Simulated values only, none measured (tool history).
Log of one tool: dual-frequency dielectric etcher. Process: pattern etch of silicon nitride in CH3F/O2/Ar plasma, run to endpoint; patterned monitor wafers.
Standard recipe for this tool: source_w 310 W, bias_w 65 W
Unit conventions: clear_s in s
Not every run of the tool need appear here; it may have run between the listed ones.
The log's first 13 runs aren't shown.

run,day,source_w,bias_w,"incoming incoming film thickness, nm",clear_s
14,51.296,310,70,19.45,30.1
15,54.812,270,60,19.27,34.2
16,58.942,240,78,19.46,36
17,63.438,250,50,19.14,36.5
18,65.008,370,75,19.4,26.3
19,66.767,250,65,19.27,35.4
20,68.662,280,79,19.24,30.4
21,70.429,360,52,19.33,28.4
22,73.588,270,73,19.08,31.5
# day 78.338: wet clean of the chamber
23,83.446,360,76,19.27,27.4
24,86.267,390,65,19.49,26.7
25,94.158,340,61,19.39,29
26,98.421,360,70,19.33,27
# day 106.254: bias power generator calibrated
27,109.179,310,65,19.11,29.2
# day 110.196: wet clean of the chamber
28,112.754,380,76,19.39,26.5
29,115.758,290,54,19.2,33.7
30,119.738,270,73,19.01,32.5
31,122.083,310,65,19.38,30.5
32,125.996,310,65,19.46,30.4
33,128.788,310,65,19.3,30.2
34,132.067,310,65,19.43,30.4
35,133.708,310,65,19.27,29.9
36,136.325,330,54,19.23,29.5

Alternative continuations, all from the tool just after run 36; predict every row:
A,136.342,310,51,19.25,?
B,136.342,350,54,19.25,?
C,136.342,330,79,19.25,?

run,clear_s
A,30.9
B,28.3
C,27.4
What these runs would have given with no unlogged condition in the tool:
run,clear_s
A,32.2
B,29.5
C,28.5
